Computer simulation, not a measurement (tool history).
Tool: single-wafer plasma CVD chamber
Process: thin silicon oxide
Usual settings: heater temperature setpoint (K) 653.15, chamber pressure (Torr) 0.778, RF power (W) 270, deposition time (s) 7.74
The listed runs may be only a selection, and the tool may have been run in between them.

| run | day | heater temperature setpoint (K) | chamber pressure (Torr) | RF power (W) | deposition time (s) | wafers since the last listed run | hours since the last thermocouple change | hours since the last RF generator calibration | hours since the last manometer calibration | hours since the showerhead was replaced | hours since the gauge calibration | read-back reference wafer on the same gauge, thickness_nm | mean film thickness on the monitor wafer (nm) |
|---|---|---|---|---|---|---|---|---|---|---|---|---|---|
| 1 | 0.000 | 653.15 | 0.778 | 270 | 7.74 | 0 | 2324.2 | 676.4 | 813.4 | 5829.6 | 974.3 | 14.798 | 14.499 |
| 2 | 2.746 | 653.15 | 0.778 | 270 | 7.74 | 1972 | 2390.1 | 742.3 | 879.3 | 5895.5 | 1040.2 | 14.794 | 14.600 |
| 3 | 4.388 | 644.15 | 0.778 | 270 | 7.74 | 1179 | 2429.5 | 781.7 | 918.7 | 5934.9 | 1079.6 | 14.803 | 14.665 |
| 4 | 6.233 | 644.15 | 0.778 | 270 | 7.74 | 1326 | 2473.8 | 826.0 | 963.0 | 5979.2 | 1123.9 | 14.803 | 14.626 |
| 5 | 9.092 | 644.15 | 0.778 | 270 | 7.74 | 2053 | 2542.4 | 894.6 | 1031.6 | 6047.8 | 1192.5 | 14.797 | 14.674 |
| 6 | 16.500 | 653.15 | 0.778 | 270 | 7.74 | 5323 | 2720.2 | 1072.4 | 1209.4 | 6225.6 | 1370.3 | 14.805 | 14.742 |
| 7 | 18.312 | 653.15 | 0.778 | 270 | 7.74 | 1302 | 2763.7 | 1115.9 | 1252.9 | 6269.1 | 1413.8 | 14.791 | 14.737 |
| 8 | 20.892 | 653.15 | 0.778 | 270 | 7.74 | 1853 | 2825.6 | 1177.8 | 1314.8 | 6331.0 | 1475.7 | 14.805 | 14.820 |
|  | 22.700 | thermocouple changed; heater temperature recalibrated |
|  | 22.917 | capacitance manometer re-zeroed and calibrated |
| 9 | 23.512 | 653.15 | 0.778 | 270 | 7.74 | 1487 | 19.5 | 1240.7 | 14.3 | 6393.9 | 1538.6 | 14.792 | 14.245 |
| 10 | 24.812 | 653.15 | 0.778 | 290 | 7.74 | 934 | 50.7 | 1271.9 | 45.5 | 6425.1 | 1569.8 | 14.806 | 14.746 |
| 11 | 27.529 | 653.15 | 0.858 | 270 | 7.74 | 1952 | 115.9 | 1337.1 | 110.7 | 6490.3 | 1635.0 | 14.798 | 15.679 |
|  | 28.146 | gauge calibrated |
| 12 | 28.708 | 653.15 | 0.778 | 270 | 7.74 | 847 | 144.2 | 1365.4 | 139.0 | 6518.6 | 13.5 | 14.795 | 14.357 |
| 13 | 31.112 | 653.15 | 0.778 | 270 | 7.74 | 1727 | 201.9 | 1423.1 | 196.7 | 6576.3 | 71.2 | 14.809 | 14.315 |
| 14 | 32.608 | 647.15 | 0.710 | 295 | 9.07 | 1074 | 237.8 | 1459.0 | 232.6 | 6612.2 | 107.1 | 14.794 | 15.986 |
| 15 | 34.942 | 653.15 | 0.778 | 250 | 7.74 | 1676 | 293.8 | 1515.0 | 288.6 | 6668.2 | 163.1 | 14.792 | 13.858 |
| 16 | 37.662 | 660.15 | 0.778 | 270 | 7.74 | 1955 | 359.1 | 1580.3 | 353.9 | 6733.5 | 228.4 | 14.801 | 14.318 |
|  | 40.246 | RF generator calibrated |
| 17 | 40.288 | 653.15 | 0.778 | 225 | 7.74 | 1646 | 422.1 | 1.0 | 416.9 | 6796.5 | 291.4 | 14.802 | 13.377 |
| 18 | 41.421 | 638.15 | 0.778 | 270 | 7.74 | 814 | 449.3 | 28.2 | 444.1 | 6823.7 | 318.6 | 14.796 | 14.535 |
| 19 | 44.358 | 653.15 | 0.778 | 270 | 7.74 | 2110 | 519.8 | 98.7 | 514.6 | 6894.2 | 389.1 | 14.806 | 14.531 |
|  | 46.625 | showerhead replaced |
| 20 | 46.879 | 653.15 | 0.638 | 270 | 7.74 | 1571 | 580.3 | 159.2 | 575.1 | 6.1 | 449.6 | 14.806 | 11.802 |
| 21 | 49.817 | 657.15 | 0.667 | 295 | 8.73 | 2110 | 650.8 | 229.7 | 645.6 | 76.6 | 520.1 | 14.799 | 14.420 |
| 22 | 51.571 | 653.15 | 0.652 | 270 | 7.74 | 1260 | 692.9 | 271.8 | 687.7 | 118.7 | 562.2 | 14.800 | 12.146 |
| 23 | 54.562 | 653.15 | 0.778 | 270 | 7.74 | 2149 | 764.7 | 343.6 | 759.5 | 190.5 | 634.0 | 14.800 | 14.570 |
| 24 | 56.142 | 653.15 | 0.778 | 270 | 7.74 | 1134 | 802.6 | 381.5 | 797.4 | 228.4 | 671.9 | 14.797 | 14.601 |
| 25 | 57.196 | 667.15 | 0.778 | 320 | 7.74 | 757 | 827.9 | 406.8 | 822.7 | 253.7 | 697.2 | 14.799 | 15.469 |
| 26 | 59.529 | 653.15 | 0.778 | 270 | 7.10 | 1676 | 883.9 | 462.8 | 878.7 | 309.7 | 753.2 | 14.805 | 13.424 |
| 27 | 61.488 | 653.15 | 0.778 | 320 | 7.74 | 1407 | 930.9 | 509.8 | 925.7 | 356.7 | 800.2 | 14.811 | 15.744 |
| 28 | 63.233 | 648.15 | 0.778 | 270 | 8.59 | 1254 | 972.8 | 551.7 | 967.6 | 398.6 | 842.1 | 14.791 | 16.298 |

Hidden state at the last listed run before each entry between runs and at the first one after, where it differs:
After run 8, before run 9: thermocouple changed; heater temperature recalibrated (day 22.700); capacitance manometer re-zeroed and calibrated (day 22.917)
  true pressure above the setpoint (%): 3.44 -> -0.218
  the result without the hidden state subtracted from the measured one, mean film thickness on the monitor wafer (nm): +0.477 -> -0.030
After run 11, before run 12: gauge calibrated (day 28.146)
  true pressure above the setpoint (%): 0.0858 -> 0.175
  the result without the hidden state subtracted from the measured one, mean film thickness on the monitor wafer (nm): +0.012 -> +0.025
After run 16, before run 17: RF generator calibrated (day 40.246)
  true pressure above the setpoint (%): 0.853 -> 1.05
  the result without the hidden state subtracted from the measured one, mean film thickness on the monitor wafer (nm): +0.118 -> +0.135
After run 19, before run 20: showerhead replaced (day 46.625)
  true pressure above the setpoint (%): 1.36 -> 1.55
  the result without the hidden state subtracted from the measured one, mean film thickness on the monitor wafer (nm): +0.189 -> +0.198

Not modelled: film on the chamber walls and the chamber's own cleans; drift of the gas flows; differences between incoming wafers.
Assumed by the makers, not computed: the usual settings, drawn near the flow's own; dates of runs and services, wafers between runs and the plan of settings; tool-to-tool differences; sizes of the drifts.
